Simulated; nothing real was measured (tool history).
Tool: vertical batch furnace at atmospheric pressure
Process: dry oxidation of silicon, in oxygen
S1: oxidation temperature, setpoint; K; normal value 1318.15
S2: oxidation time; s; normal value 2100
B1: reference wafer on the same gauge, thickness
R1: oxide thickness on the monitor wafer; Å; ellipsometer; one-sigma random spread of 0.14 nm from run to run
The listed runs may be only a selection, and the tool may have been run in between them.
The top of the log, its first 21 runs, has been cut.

run	hour	S1	S2	B1	R1
# hour 867.0: boat lift adjusted
22	867.5	1318.15	2100	46.27	546.4
23	915.9	1339.15	1320	46.29	495.9
24	957.0	1293.15	2100	46.25	446.2
25	1005.9	1297.15	2100	46.31	459.6
26	1042.1	1318.15	2580	46.27	618.1
27	1109.1	1305.15	1260	46.29	374.9
28	1172.2	1335.15	1530	46.29	523.9
29	1215.5	1318.15	2100	46.30	547.8
30	1257.3	1318.15	3090	46.30	688.7

Alternative continuations, all from the tool just after run 30; predict every row:
A	1262.0	1311.15	2100	?	?
B	1262.0	1341.15	2820	?	?
C	1262.0	1299.15	1320	?	?
D	1262.0	1294.15	1440	?	?

run	B1	R1
A	46.29	516.4
B	46.29	781.0
C	46.29	364.2
D	46.29	365.8
Without the tool's unlogged condition, the same runs would have read:
run	R1
A	512.1
B	775.0
C	361.3
D	362.8

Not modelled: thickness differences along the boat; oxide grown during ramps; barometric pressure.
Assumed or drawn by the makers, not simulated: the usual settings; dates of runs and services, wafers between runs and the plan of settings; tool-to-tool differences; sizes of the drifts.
